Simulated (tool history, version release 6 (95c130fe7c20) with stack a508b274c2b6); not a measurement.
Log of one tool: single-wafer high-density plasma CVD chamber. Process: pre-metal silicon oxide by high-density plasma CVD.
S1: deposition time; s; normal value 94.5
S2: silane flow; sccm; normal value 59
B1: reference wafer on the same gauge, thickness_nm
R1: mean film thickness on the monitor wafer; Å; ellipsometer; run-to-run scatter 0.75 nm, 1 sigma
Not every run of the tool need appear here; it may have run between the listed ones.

| run | hour | S1 | S2 | B1 | R1 |
|---|---|---|---|---|---|
| 1 | 0.0 | 94.5 | 59 | 518.746 | 5208.30 |
| 2 | 29.1 | 84.8 | 59 | 519.159 | 4671.96 |
| 3 | 53.3 | 94.5 | 59 | 519.057 | 5198.40 |
| 4 | 76.0 | 94.5 | 59 | 518.996 | 5204.68 |
| 5 | 90.6 | 94.5 | 59 | 518.947 | 5209.85 |
| 6 | 117.0 | 94.5 | 59 | 519.123 | 5198.31 |
|  | 158.0 | silane flow controller replaced |
| 7 | 158.5 | 94.5 | 59 | 518.926 | 5026.38 |
| 8 | 181.5 | 94.5 | 63 | 518.896 | 5249.36 |
| 9 | 201.4 | 94.5 | 59 | 519.046 | 5040.52 |
| 10 | 228.4 | 94.5 | 59 | 518.893 | 5056.04 |
| 11 | 241.8 | 79.5 | 56 | 519.088 | 4117.12 |
|  | 242.2 | gauge calibrated |
| 12 | 267.9 | 105.9 | 59 | 518.792 | 5667.34 |
| 13 | 282.7 | 94.5 | 59 | 518.731 | 5052.52 |
| 14 | 306.0 | 86.3 | 53 | 518.908 | 4324.72 |
| 15 | 339.4 | 108.6 | 65 | 519.064 | 6180.15 |

For some of the steps in R1 from one run to the next: how much would appear even if the tool had no hidden state, given the settings, what came in and random variation, and how much remains for the hidden state plus any gauge scatter that the measured result and the result without hidden state don't share?
Hidden conditions of the tool in this case: delivered silane flow above the setpoint (%); gauge reads high (%).
Run 6 -> 7: silane flow controller replaced. R1 -171.93 Å: hidden state -178.82, all else +6.89.
Run 14 -> 15: S1 86.3 -> 108.6, S2 53 -> 65. R1 +1855.43 Å: hidden state +32.21, all else +1823.22.

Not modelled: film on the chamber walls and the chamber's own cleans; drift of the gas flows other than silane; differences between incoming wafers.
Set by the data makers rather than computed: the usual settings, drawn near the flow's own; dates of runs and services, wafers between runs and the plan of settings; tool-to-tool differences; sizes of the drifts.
